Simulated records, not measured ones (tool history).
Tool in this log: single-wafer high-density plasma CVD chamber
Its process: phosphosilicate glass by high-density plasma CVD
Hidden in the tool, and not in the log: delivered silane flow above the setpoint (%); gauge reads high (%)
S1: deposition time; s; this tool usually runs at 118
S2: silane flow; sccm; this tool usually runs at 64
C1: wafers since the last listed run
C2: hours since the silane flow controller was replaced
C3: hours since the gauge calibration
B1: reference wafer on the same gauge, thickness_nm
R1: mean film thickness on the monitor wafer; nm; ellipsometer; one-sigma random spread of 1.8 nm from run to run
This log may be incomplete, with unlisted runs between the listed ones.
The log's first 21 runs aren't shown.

run     day   S1  S2   C1     C2     C3       B1       R1
 22  22.392  112  64  232    103  266.6  722.528  634.025
 23    23.7  132  64  329  134.4    298  723.513  750.518
 24  24.667  118  64  243  157.6  321.2  722.849  665.061
 25  25.996  141  69  334  189.5  353.1  722.906  858.072
 26  27.138  118  61  287  216.9  380.5  723.719  632.541
 27  28.021  118  64  222  238.1  401.7   722.98  664.421
 28  29.458  111  76  361  272.6  436.2  722.938  740.244
 29  30.567  106  53  278  299.2  462.8  723.638  495.445
 30  31.846  133  60  321  329.9  493.5  722.565  699.542
 31  32.729  118  58  222  351.1  514.7  723.767  603.323
 32  34.042  118  64  330  382.6  546.2  722.522  662.939
     34.129  -- gauge calibrated
 33  35.412  139  76  344  415.5   30.8  722.329   923.39
 34  36.246  118  64  209  435.5   50.8  723.337  664.248

Branching from run 34: 3 alternative next runs. What would each branch give?
  A  36.262  118  52   4  435.9  51.2   ?   ?
  B  36.262   99  76   4  435.9  51.2   ?   ?
  C  36.262  112  70   4  435.9  51.2   ?   ?

run       B1       R1
  A  723.545  537.153
  B  723.545  658.661
  C  723.545  686.324
With no hidden state in the tool, these same runs would have given:
run       R1
  A  547.421
  B  671.251
  C  699.443
